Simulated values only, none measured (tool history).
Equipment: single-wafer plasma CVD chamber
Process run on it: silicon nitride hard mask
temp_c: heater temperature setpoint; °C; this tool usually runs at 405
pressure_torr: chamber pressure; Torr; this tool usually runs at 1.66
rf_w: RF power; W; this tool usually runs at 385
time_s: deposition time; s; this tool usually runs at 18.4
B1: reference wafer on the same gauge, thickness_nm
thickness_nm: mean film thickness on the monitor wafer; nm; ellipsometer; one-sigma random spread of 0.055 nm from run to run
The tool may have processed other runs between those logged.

Run 1, hour 0.0: usual settings; B1 27.980. Result: thickness_nm 24.998 nm.
Run 2, hour 88.2: usual settings; B1 27.998. Result: thickness_nm 24.944 nm.
Run 3, hour 160.5: usual settings; B1 27.995. Result: thickness_nm 24.938 nm.
Run 4, hour 363.6: usual settings; B1 27.992. Result: thickness_nm 24.967 nm.
Run 5, hour 418.3: usual settings but temp_c 413 °C, pressure_torr 1.80 Torr, rf_w 350 W, time_s 20.4 s; B1 28.009. Result: thickness_nm 26.443 nm.
Run 6, hour 495.0: usual settings but temp_c 415 °C, rf_w 350 W; B1 27.990. Result: thickness_nm 23.268 nm.
Run 7, hour 533.3: usual settings but time_s 21.8 s; B1 27.998. Result: thickness_nm 29.547 nm.
At hour 825.7: thermocouple changed; heater temperature recalibrated.
Run 8, hour 826.2: usual settings but temp_c 410 °C, pressure_torr 1.82 Torr, rf_w 425 W, time_s 15.1 s; B1 27.994. Result: thickness_nm 22.063 nm.
Run 9, hour 905.9: usual settings but temp_c 416 °C, rf_w 415 W, time_s 15.3 s; B1 28.026. Result: thickness_nm 21.455 nm.
At hour 957.0: capacitance manometer re-zeroed and calibrated.
Run 10, hour 966.0: usual settings; B1 27.994. Result: thickness_nm 25.354 nm.
At hour 1092.3: RF generator calibrated.
At hour 1140.3: showerhead replaced.
Run 11, hour 1207.0: usual settings; B1 27.976. Result: thickness_nm 25.191 nm.
Run 12, hour 1295.0: usual settings but rf_w 335 W, time_s 20.0 s; B1 27.984. Result: thickness_nm 25.033 nm.
Run 13, hour 1399.5: usual settings; B1 27.997. Result: thickness_nm 24.935 nm.
Run 14, hour 1458.5: usual settings but temp_c 413 °C, pressure_torr 1.52 Torr, rf_w 310 W, time_s 22.0 s; B1 27.977. Result: thickness_nm 25.421 nm.
Run 15, hour 1589.9: usual settings; B1 28.014. Result: thickness_nm 24.970 nm.
Run 16, hour 1660.6: usual settings; B1 28.011. Result: thickness_nm 25.029 nm.
Run 17, hour 1751.3: usual settings but temp_c 413 °C, pressure_torr 2.01 Torr, rf_w 315 W, time_s 19.6 s; B1 27.991. Result: thickness_nm 24.363 nm.
Run 18, hour 1845.0: usual settings but rf_w 360 W, time_s 16.8 s; B1 27.974. Result: thickness_nm 21.788 nm.
Run 19, hour 1886.1: usual settings; B1 28.007. Result: thickness_nm 24.844 nm.
Run 20, hour 1943.9: usual settings but time_s 20.4 s; B1 27.988. Result: thickness_nm 27.543 nm.
Run 21, hour 2038.2: usual settings but pressure_torr 1.42 Torr, rf_w 420 W, time_s 17.4 s; B1 28.017. Result: thickness_nm 23.937 nm.
Run 22, hour 2108.2: usual settings but temp_c 409 °C, time_s 21.3 s; B1 27.991. Result: thickness_nm 28.754 nm.
Run 23, hour 2199.3: usual settings but temp_c 396 °C, time_s 15.5 s; B1 27.994. Result: thickness_nm 21.049 nm.
Run 24, hour 2254.0: usual settings but temp_c 414 °C, rf_w 460 W, time_s 17.1 s; B1 28.013. Result: thickness_nm 25.511 nm.
At hour 2297.3: capacitance manometer re-zeroed and calibrated.
Run 25, hour 2308.2: usual settings; B1 27.971. Result: thickness_nm 25.366 nm.
Run 26, hour 2414.1: usual settings; B1 27.982. Result: thickness_nm 25.271 nm.
Run 27, hour 2475.6: usual settings but temp_c 401 °C, rf_w 345 W, time_s 16.0 s; B1 27.997. Result: thickness_nm 20.564 nm.
At hour 2573.1: thermocouple changed; heater temperature recalibrated.
Run 28, hour 2573.6: usual settings but time_s 16.3 s; B1 27.998. Result: thickness_nm 22.230 nm.
Run 29, hour 2638.9: usual settings but pressure_torr 2.02 Torr, rf_w 350 W, time_s 20.8 s; B1 28.011. Result: thickness_nm 27.988 nm.

Below are 3 alternative next runs, each starting from the tool's condition after run 29. Predict each:
Run A, hour 2639.3: usual settings but temp_c 412 °C; B1 ?. Result: thickness_nm ?.
Run B, hour 2639.3: usual settings but pressure_torr 1.91 Torr, rf_w 405 W; B1 ?. Result: thickness_nm ?.
Run C, hour 2639.3: usual settings but pressure_torr 1.52 Torr, rf_w 335 W, time_s 20.3 s; B1 ?. Result: thickness_nm ?.

run      B1  thickness_nm
  A  27.991        25.036
  B  27.991        26.749
  C  27.991        24.868
The same runs, with their run-to-run variation unchanged, on a tool lacking any hidden condition would have given:
run  thickness_nm
  A        25.302
  B        27.025
  C        25.136
